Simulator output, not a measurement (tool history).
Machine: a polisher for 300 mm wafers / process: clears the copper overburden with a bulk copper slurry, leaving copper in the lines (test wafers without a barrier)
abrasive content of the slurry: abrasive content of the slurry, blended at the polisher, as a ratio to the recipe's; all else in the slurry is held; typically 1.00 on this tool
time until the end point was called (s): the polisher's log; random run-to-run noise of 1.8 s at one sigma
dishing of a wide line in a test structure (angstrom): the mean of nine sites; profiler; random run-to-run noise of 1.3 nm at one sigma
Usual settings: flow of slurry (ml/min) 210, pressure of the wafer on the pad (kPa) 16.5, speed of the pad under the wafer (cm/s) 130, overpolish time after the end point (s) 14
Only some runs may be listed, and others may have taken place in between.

run   hour  flow of slurry (ml/min)  pressure of the wafer on the pad (kPa)  speed of the pad under the wafer (cm/s)  abrasive content of the slurry  overpolish time after the end point (s)  wafers since the last listed run  wafers polished on this pad  hours since the slurry nozzle was cleaned  hours since the head pressure was calibrated  hours since the slurry blender was calibrated  incoming thickness of the incoming film, nm  time until the end point was called (s)  dishing of a wide line in a test structure (angstrom)
  1    0.0                      210                                    16.5                                      130                            1.00                                       14                                 0                          111                                      464.0                                         426.6                                          153.1                                       1467.2                                    183.3                                                    634
  2   24.1                      210                                    16.5                                      154                            1.00                                       14                               176                          287                                      488.1                                         450.7                                          177.2                                       1455.9                                    155.5                                                    714
  3   48.2                      210                                    16.5                                      146                            1.00                                       14                               176                          463                                      512.2                                         474.8                                          201.3                                       1456.6                                    165.0                                                    683
  4   77.9                      210                                    16.5                                      146                            1.00                                       14                               217                          680                                      541.9                                         504.5                                          231.0                                       1472.6                                    166.4                                                    697
  5  110.1                      210                                    16.5                                      130                            1.00                                       14                               235                          916                                      574.1                                         536.7                                          263.2                                       1458.6                                    182.6                                                    637
  6  143.7                      210                                    16.5                                      130                            1.00                                       14                               245                         1162                                      607.7                                         570.3                                          296.8                                       1469.1                                    191.1                                                    659
  7  177.0                      210                                    16.5                                      130                            1.00                                       14                               243                         1405                                      641.0                                         603.6                                          330.1                                       1470.4                                    191.1                                                    634
     184.8  -- slurry nozzle cleaned
     188.6  -- worn pad replaced by a new one
     190.5  -- slurry blender recalibrated
  8  191.0                      210                                    16.5                                      130                            1.00                                       14                                53                            3                                        6.2                                         617.6                                            0.5                                       1461.4                                    190.6                                                    597
  9  223.1                      210                                    16.5                                      130                            1.00                                       14                               234                          238                                       38.3                                         649.7                                           32.6                                       1450.9                                    195.8                                                    632
     245.1  -- head pressure recalibrated
 10  245.6                      210                                    16.5                                      130                            1.00                                       14                               149                          388                                       60.8                                           0.5                                           55.1                                       1488.5                                    181.7                                                    666
 11  260.9                      210                                    16.5                                      152                            1.15                                       14                               111                          500                                       76.1                                          15.8                                           70.4                                       1467.1                                    148.1                                                    741
 12  280.0                      210                                    18.6                                      130                            1.00                                       14                               139                          640                                       95.2                                          34.9                                           89.5                                       1503.1                                    168.2                                                    694
 13  311.3                      250                                    16.5                                      130                            1.15                                       14                               228                          869                                      126.5                                          66.2                                          120.8                                       1476.5                                    174.5                                                    687
 14  324.2                      210                                    19.3                                      130                            0.80                                        6                                94                          963                                      139.4                                          79.1                                          133.7                                       1464.5                                    166.3                                                    353
     367.9  -- worn pad replaced by a new one
 15  405.5                      210                                    16.5                                      130                            1.15                                       12                               565                          275                                      220.7                                         160.4                                          215.0                                       1483.3                                    176.3                                                    625
 16  423.7                      270                                    16.5                                      118                            1.00                                       19                               133                          408                                      238.9                                         178.6                                          233.2                                       1491.8                                    198.2                                                    768
 17  457.6                      210                                    16.5                                      146                            1.00                                       14                               248                          656                                      272.8                                         212.5                                          267.1                                       1468.0                                    162.2                                                    734
 18  470.8                      190                                    22.1                                      130                            0.85                                       14                                96                          752                                      286.0                                         225.7                                          280.3                                       1451.5                                    149.2                                                    757
     489.7  -- slurry blender recalibrated
 19  494.1                      210                                    16.5                                      130                            1.00                                       14                               155                          908                                      309.3                                         249.0                                            4.4                                       1477.0                                    184.7                                                    649
 20  522.6                      210                                    16.5                                      130                            1.00                                       14                               208                         1117                                      337.8                                         277.5                                           32.9                                       1491.0                                    184.6                                                    640
     541.0  -- worn pad replaced by a new one
 21  541.5                      280                                    19.3                                       94                            1.00                                       10                               109                            3                                      356.7                                         296.4                                           51.8                                       1457.4                                    217.2                                                    444
 22  561.6                      210                                    16.5                                      130                            1.00                                       14                               147                          150                                      376.8                                         316.5                                           71.9                                       1461.4                                    184.0                                                    641
 23  579.1                      210                                    16.5                                      130                            1.15                                       21                               128                          278                                      394.3                                         334.0                                           89.4                                       1466.7                                    176.7                                                    821
 24  596.2                      210                                    16.5                                      130                            1.15                                       21                               125                          403                                      411.4                                         351.1                                          106.5                                       1474.4                                    178.3                                                    854
 25  625.9                      210                                    16.5                                      130                            1.00                                       14                               217                          621                                      441.1                                         380.8                                          136.2                                       1492.6                                    190.3                                                    640
 26  657.2                      210                                    16.5                                      130                            1.00                                       14                               228                          850                                      472.4                                         412.1                                          167.5                                       1498.7                                    188.2                                                    641
 27  684.0                      210                                    16.5                                      108                            1.30                                        6                               196                         1046                                      499.2                                         438.9                                          194.3                                       1460.6                                    212.0                                                    286
 28  715.4                      210                                    16.5                                      130                            1.00                                       11                               229                         1275                                      530.6                                         470.3                                          225.7                                       1498.3                                    190.2                                                    537
 29  730.2                      210                                    14.5                                       86                            1.00                                       11                               108                         1384                                      545.4                                         485.1                                          240.5                                       1445.2                                    310.5                                                    351

Alternative continuations, all from the tool just after run 29; predict every row:
  A  730.7                      210                                    16.5                                      130                            1.00                                       14                                 3                         1387                                      545.9                                         485.6                                          241.0                                       1473.6                                        ?                                                      ?
  B  730.7                      210                                    13.8                                      130                            1.25                                       14                                 3                         1387                                      545.9                                         485.6                                          241.0                                       1473.6                                        ?                                                      ?
  C  730.7                      210                                    16.5                                      142                            1.00                                       14                                 3                         1387                                      545.9                                         485.6                                          241.0                                       1473.6                                        ?                                                      ?

run  time until the end point was called (s)  dishing of a wide line in a test structure (angstrom)
  A                                    189.6                                                    614
  B                                    207.9                                                    567
  C                                    173.6                                                    652
The same runs, with their run-to-run variation unchanged, on a tool lacking any hidden condition would have given:
run  time until the end point was called (s)  dishing of a wide line in a test structure (angstrom)
  A                                    179.0                                                    644
  B                                    196.3                                                    594
  C                                    163.9                                                    683
